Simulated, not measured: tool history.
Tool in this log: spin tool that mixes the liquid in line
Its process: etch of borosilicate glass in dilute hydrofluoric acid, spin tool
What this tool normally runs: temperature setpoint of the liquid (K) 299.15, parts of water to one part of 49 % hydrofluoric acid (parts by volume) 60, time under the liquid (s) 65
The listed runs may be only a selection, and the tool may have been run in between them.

| run | hour | temperature setpoint of the liquid (K) | parts of water to one part of 49 % hydrofluoric acid (parts by volume) | time under the liquid (s) | read-back film thickness of the borosilicate glass reference wafer, read on the same gauge (nm) | thickness taken off the borosilicate glass on a monitor wafer (angstrom) |
|---|---|---|---|---|---|---|
| 1 | 0 | 299.15 | 60 | 40 | 120.01 | 196.3 |
| 2 | 40.6 | 299.15 | 60 | 65 | 120 | 311.1 |
| 3 | 93.2 | 299.15 | 60 | 65 | 120.02 | 317.5 |
| 4 | 127.6 | 299.15 | 60 | 65 | 120 | 314.9 |
|  | 175.3 | thermometer replaced |
| 5 | 181.6 | 299.15 | 60 | 65 | 120 | 315.3 |
| 6 | 212 | 299.15 | 60 | 65 | 119.99 | 311.9 |
| 7 | 280 | 299.15 | 60 | 65 | 120.01 | 315.2 |
| 8 | 340.2 | 299.15 | 60 | 65 | 120 | 316.8 |
| 9 | 387.7 | 299.15 | 60 | 65 | 120 | 318.1 |
| 10 | 438.7 | 299.15 | 60 | 65 | 120 | 315.9 |
| 11 | 508.5 | 302.15 | 70 | 65 | 120.02 | 300.9 |
| 12 | 579.5 | 296.15 | 60 | 85 | 120 | 360 |
| 13 | 619.4 | 299.15 | 60 | 65 | 120 | 318.3 |
| 14 | 670.2 | 295.65 | 60 | 65 | 119.99 | 274.8 |
| 15 | 717 | 299.15 | 70 | 95 | 120 | 388.7 |
|  | 744.4 | thermometer replaced |
| 16 | 782.3 | 297.65 | 80 | 90 | 119.98 | 298.3 |
|  | 790.4 | hydrofluoric acid flow meter replaced |
| 17 | 823.7 | 299.15 | 60 | 65 | 119.98 | 312.6 |
| 18 | 852 | 299.15 | 60 | 65 | 120.01 | 314.5 |
| 19 | 917.2 | 294.65 | 70 | 85 | 120 | 294.6 |

Run 20 comes next. What will it give?
| 20 | 966.8 | 297.15 | 90 | 90 | ? | ? |

{"run 20": {"read-back film thickness of the borosilicate glass reference wafer, read on the same gauge (nm)": 119.98, "thickness taken off the borosilicate glass on a monitor wafer (angstrom)": 256.3}}
The same run, on a tool lacking any hidden state, would have yielded thickness taken off the borosilicate glass on a monitor wafer (angstrom) 256.3.
